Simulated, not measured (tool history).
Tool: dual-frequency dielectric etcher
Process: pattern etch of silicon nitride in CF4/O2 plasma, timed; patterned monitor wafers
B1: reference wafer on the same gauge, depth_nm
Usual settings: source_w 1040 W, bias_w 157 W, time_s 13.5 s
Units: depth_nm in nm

Run 1, hour 0.0: usual settings; B1 52.34. Result: depth_nm 46.67 nm.
Run 2, hour 97.1: usual settings; B1 52.39. Result: depth_nm 46.67 nm.
Run 3, hour 113.0: usual settings; B1 52.38. Result: depth_nm 46.72 nm.
Run 4, hour 127.5: usual settings; B1 52.41. Result: depth_nm 46.49 nm.
Run 5, hour 213.2: usual settings but bias_w 127 W; B1 52.37. Result: depth_nm 44.11 nm.
Run 6, hour 229.0: usual settings but bias_w 127 W; B1 52.46. Result: depth_nm 43.59 nm.
Run 7, hour 249.8: usual settings but bias_w 127 W; B1 52.37. Result: depth_nm 44.41 nm.
Run 8, hour 268.8: usual settings but time_s 12.0 s; B1 52.40. Result: depth_nm 41.55 nm.
At hour 296.3: source power generator calibrated.
Run 9, hour 296.8: usual settings; B1 52.45. Result: depth_nm 46.36 nm.
Run 10, hour 311.7: usual settings; B1 52.34. Result: depth_nm 46.90 nm.
Run 11, hour 336.6: usual settings; B1 52.34. Result: depth_nm 47.26 nm.
Run 12, hour 355.9: usual settings but source_w 1130 W, bias_w 146 W, time_s 12.0 s; B1 52.41. Result: depth_nm 43.52 nm.
Run 13, hour 390.7: usual settings but source_w 1150 W; B1 52.39. Result: depth_nm 49.94 nm.
Run 14, hour 407.8: usual settings; B1 52.45. Result: depth_nm 46.66 nm.
At hour 439.6: bias power generator calibrated.
At hour 445.2: wet clean of the chamber.
Run 15, hour 445.7: usual settings but source_w 1250 W, time_s 10.5 s; B1 52.49. Result: depth_nm 41.51 nm.

Forecast run 16:
At hour 474.7: upper electrode replaced.
Run 16, hour 475.2: usual settings but time_s 11.5 s; B1 ?. Result: depth_nm ?.

Run 16 gave B1 52.37, depth_nm 39.73 nm.
Without the tool's hidden state the same run would have given depth_nm 39.73 nm.
